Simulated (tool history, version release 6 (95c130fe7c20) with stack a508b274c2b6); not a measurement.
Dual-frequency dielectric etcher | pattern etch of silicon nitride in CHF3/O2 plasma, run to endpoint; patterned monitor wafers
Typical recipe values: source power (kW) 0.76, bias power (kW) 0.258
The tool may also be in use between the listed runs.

run,hour,source power (kW),bias power (kW),"incoming incoming film thickness, nm",endpoint time (s)
1,0,0.76,0.218,68.8,41
2,17.4,0.76,0.218,68.6,41.2
3,30.6,0.76,0.218,69.5,41.3
4,38.7,0.76,0.258,68.5,38.5
5,50.3,0.76,0.258,68.9,37.9
6,66.5,0.76,0.258,68.3,37.3
# hour 83.8: bias power generator calibrated
# hour 101.9: wet clean of the chamber
7,102.4,0.67,0.258,68,37.3
8,102.7,0.67,0.258,69.2,38.4
9,106.7,0.76,0.258,68.9,36.7
10,117.3,0.76,0.258,68.5,36.4
# hour 150.2: source power generator calibrated
# hour 152.3: upper electrode replaced, of another model than before
11,152.8,0.83,0.258,68.7,35.8
12,153.1,0.82,0.302,69.1,32.2
13,169.1,0.76,0.258,68.7,37.3
14,179.2,0.6,0.297,69.1,38.4
15,188.8,0.76,0.258,68.4,36.8
16,215.5,0.7,0.3,68.5,35.2
17,226.3,0.58,0.197,69.8,54.6
18,234.6,0.76,0.292,69.2,34.4
19,251.7,0.62,0.238,68.4,43.7
20,267.7,0.68,0.237,68.4,42

Hidden state, per run?
source power that arrives over what is set, %: 0 in every run
bias power that arrives over what is set, %: 0 in every run
H1: etch rate over this chamber's usual, %
run,H1
1,-3.17
2,-3.4
3,-3.58
4,-3.68
5,-3.84
6,-4.05
7,-0.137
8,-0.141
9,-0.194
10,-0.334
11,-0.804
12,-0.808
13,-1.02
14,-1.15
15,-1.28
16,-1.63
17,-1.78
18,-1.89
19,-2.11
20,-2.32
